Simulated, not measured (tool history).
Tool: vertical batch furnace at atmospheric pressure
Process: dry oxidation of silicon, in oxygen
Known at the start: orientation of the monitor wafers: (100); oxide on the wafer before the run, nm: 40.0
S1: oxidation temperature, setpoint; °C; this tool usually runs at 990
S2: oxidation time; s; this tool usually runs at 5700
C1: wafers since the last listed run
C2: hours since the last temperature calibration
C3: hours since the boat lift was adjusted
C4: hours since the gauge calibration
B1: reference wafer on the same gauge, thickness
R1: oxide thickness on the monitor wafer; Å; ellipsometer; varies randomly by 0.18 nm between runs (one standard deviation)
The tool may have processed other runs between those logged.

{"run": 1, "day": 0.0, "S1": 990, "S2": 5700, "C1": 0, "C2": 2095.8, "C3": 2233.7, "C4": 620.1, "B1": 80.83, "R1": 794.7}
{"run": 2, "day": 1.288, "S1": 990, "S2": 5700, "C1": 415, "C2": 2126.7, "C3": 2264.6, "C4": 651, "B1": 80.8, "R1": 790}
{"run": 3, "day": 2.767, "S1": 990, "S2": 5700, "C1": 476, "C2": 2162.2, "C3": 2300.1, "C4": 686.5, "B1": 80.85, "R1": 791.9}
{"run": 4, "day": 3.662, "S1": 980, "S2": 5700, "C1": 288, "C2": 2183.7, "C3": 2321.6, "C4": 708, "B1": 80.81, "R1": 753.5}
{"run": 5, "day": 5.129, "S1": 980, "S2": 5700, "C1": 472, "C2": 2218.9, "C3": 2356.8, "C4": 743.2, "B1": 80.77, "R1": 754.3}
{"run": 6, "day": 5.8, "S1": 1009, "S2": 5700, "C1": 216, "C2": 2235, "C3": 2372.9, "C4": 759.3, "B1": 80.77, "R1": 892.9}
{"run": 7, "day": 6.738, "S1": 1009, "S2": 5700, "C1": 302, "C2": 2257.5, "C3": 2395.4, "C4": 781.8, "B1": 80.77, "R1": 893.9}
{"run": 8, "day": 8.45, "S1": 1007, "S2": 5700, "C1": 552, "C2": 2298.6, "C3": 2436.5, "C4": 822.9, "B1": 80.79, "R1": 882.2}
{"run": 9, "day": 9.054, "S1": 1007, "S2": 5700, "C1": 194, "C2": 2313.1, "C3": 2451, "C4": 837.4, "B1": 80.81, "R1": 878.5}
{"run": 10, "day": 10.358, "S1": 1007, "S2": 5700, "C1": 420, "C2": 2344.4, "C3": 2482.3, "C4": 868.7, "B1": 80.78, "R1": 881.8}
{"run": 11, "day": 10.888, "S1": 990, "S2": 6630, "C1": 170, "C2": 2357.1, "C3": 2495, "C4": 881.4, "B1": 80.76, "R1": 852.8}
{"run": 12, "day": 13.842, "S1": 990, "S2": 6630, "C1": 952, "C2": 2428, "C3": 2565.9, "C4": 952.3, "B1": 80.8, "R1": 853.7}
{"run": 13, "day": 14.908, "S1": 990, "S2": 5700, "C1": 343, "C2": 2453.6, "C3": 2591.5, "C4": 977.9, "B1": 80.87, "R1": 798.5}
{"run": 14, "day": 15.6, "S1": 990, "S2": 5700, "C1": 223, "C2": 2470.2, "C3": 2608.1, "C4": 994.5, "B1": 80.8, "R1": 800.4}
{"run": 15, "day": 16.754, "S1": 990, "S2": 5700, "C1": 372, "C2": 2497.9, "C3": 2635.8, "C4": 1022.2, "B1": 80.82, "R1": 797.8}
{"run": 16, "day": 17.583, "S1": 990, "S2": 6450, "C1": 267, "C2": 2517.8, "C3": 2655.7, "C4": 1042.1, "B1": 80.81, "R1": 843.7}
{"run": 17, "day": 18.875, "S1": 990, "S2": 6450, "C1": 416, "C2": 2548.8, "C3": 2686.7, "C4": 1073.1, "B1": 80.78, "R1": 845}
{"run": 18, "day": 19.404, "S1": 990, "S2": 5700, "C1": 170, "C2": 2561.5, "C3": 2699.4, "C4": 1085.8, "B1": 80.82, "R1": 797.6}
{"day": 19.575, "done": "gauge calibrated"}
{"run": 19, "day": 20.367, "S1": 990, "S2": 5700, "C1": 310, "C2": 2584.6, "C3": 2722.5, "C4": 19, "B1": 80.8, "R1": 796.7}
{"day": 23.562, "done": "thermocouples replaced and temperature profile calibrated"}
{"day": 23.8, "done": "boat lift adjusted"}
{"run": 20, "day": 23.821, "S1": 990, "S2": 6630, "C1": 714, "C2": 6.2, "C3": 0.5, "C4": 101.9, "B1": 80.81, "R1": 870.6}
{"run": 21, "day": 24.046, "S1": 980, "S2": 5700, "C1": 72, "C2": 11.6, "C3": 5.9, "C4": 107.3, "B1": 80.79, "R1": 770.1}
{"run": 22, "day": 24.771, "S1": 990, "S2": 2940, "C1": 233, "C2": 29, "C3": 23.3, "C4": 124.7, "B1": 80.77, "R1": 620.3}
{"run": 23, "day": 25.612, "S1": 983, "S2": 6480, "C1": 271, "C2": 49.2, "C3": 43.5, "C4": 144.9, "B1": 80.82, "R1": 828.1}
{"run": 24, "day": 28.683, "S1": 976, "S2": 4140, "C1": 990, "C2": 122.9, "C3": 117.2, "C4": 218.6, "B1": 80.83, "R1": 660.4}
{"day": 30.129, "done": "thermocouples replaced and temperature profile calibrated, repeated, since the last time left the tool worse"}
{"run": 25, "day": 30.15, "S1": 977, "S2": 5700, "C1": 150, "C2": 0.5, "C3": 152.4, "C4": 253.8, "B1": 80.8, "R1": 733.7}
{"run": 26, "day": 30.375, "S1": 968, "S2": 4380, "C1": 72, "C2": 5.9, "C3": 157.8, "C4": 259.2, "B1": 80.79, "R1": 641.2}
{"run": 27, "day": 31.071, "S1": 1011, "S2": 5700, "C1": 224, "C2": 22.6, "C3": 174.5, "C4": 275.9, "B1": 80.81, "R1": 887}
{"run": 28, "day": 31.788, "S1": 990, "S2": 6990, "C1": 231, "C2": 39.8, "C3": 191.7, "C4": 293.1, "B1": 80.79, "R1": 864.4}
{"run": 29, "day": 33.192, "S1": 1005, "S2": 5700, "C1": 452, "C2": 73.5, "C3": 225.4, "C4": 326.8, "B1": 80.81, "R1": 856.1}
{"run": 30, "day": 34.112, "S1": 1010, "S2": 8280, "C1": 296, "C2": 95.6, "C3": 247.5, "C4": 348.9, "B1": 80.82, "R1": 1068.5}
{"run": 31, "day": 35.275, "S1": 1012, "S2": 7500, "C1": 374, "C2": 123.5, "C3": 275.4, "C4": 376.8, "B1": 80.79, "R1": 1033.2}
{"run": 32, "day": 35.862, "S1": 998, "S2": 5700, "C1": 189, "C2": 137.6, "C3": 289.5, "C4": 390.9, "B1": 80.79, "R1": 820.5}
{"run": 33, "day": 36.825, "S1": 990, "S2": 5700, "C1": 310, "C2": 160.7, "C3": 312.6, "C4": 414, "B1": 80.8, "R1": 786.2}
{"run": 34, "day": 37.796, "S1": 1012, "S2": 6660, "C1": 313, "C2": 184, "C3": 335.9, "C4": 437.3, "B1": 80.77, "R1": 966.1}
{"run": 35, "day": 39.021, "S1": 1008, "S2": 7830, "C1": 394, "C2": 213.4, "C3": 365.3, "C4": 466.7, "B1": 80.83, "R1": 1021.8}
{"run": 36, "day": 40.312, "S1": 990, "S2": 5700, "C1": 416, "C2": 244.4, "C3": 396.3, "C4": 497.7, "B1": 80.77, "R1": 783.7}
{"run": 37, "day": 41.379, "S1": 990, "S2": 8370, "C1": 343, "C2": 270, "C3": 421.9, "C4": 523.3, "B1": 80.81, "R1": 942}
{"run": 38, "day": 42.483, "S1": 1006, "S2": 6510, "C1": 356, "C2": 296.5, "C3": 448.4, "C4": 549.8, "B1": 80.8, "R1": 924.4}
{"run": 39, "day": 44.046, "S1": 971, "S2": 7080, "C1": 503, "C2": 334, "C3": 485.9, "C4": 587.3, "B1": 80.8, "R1": 790.3}

What differs in the tool's unlogged condition from the final listed run ahead of each entry between runs to the first listed run following it?
In the gap between runs 18 and 19: gauge calibrated (day 19.575)
  true tube temperature minus thermocouple reading, K: 3.31 -> 3.37
  measured less the result without the state, R1: +14.5 -> +14.7 Å
In the gap between runs 19 and 20: thermocouples replaced and temperature profile calibrated (day 23.562); boat lift adjusted (day 23.8)
  true tube temperature minus thermocouple reading, K: 3.37 -> 6.49
  measured less the result without the state, R1: +14.7 -> +32.7 Å
In the gap between runs 24 and 25: thermocouples replaced and temperature profile calibrated, repeated, since the last time left the tool worse (day 30.129)
  true tube temperature minus thermocouple reading, K: 6.5 -> 0.224
  measured less the result without the state, R1: +16.6 -> +0.7 Å

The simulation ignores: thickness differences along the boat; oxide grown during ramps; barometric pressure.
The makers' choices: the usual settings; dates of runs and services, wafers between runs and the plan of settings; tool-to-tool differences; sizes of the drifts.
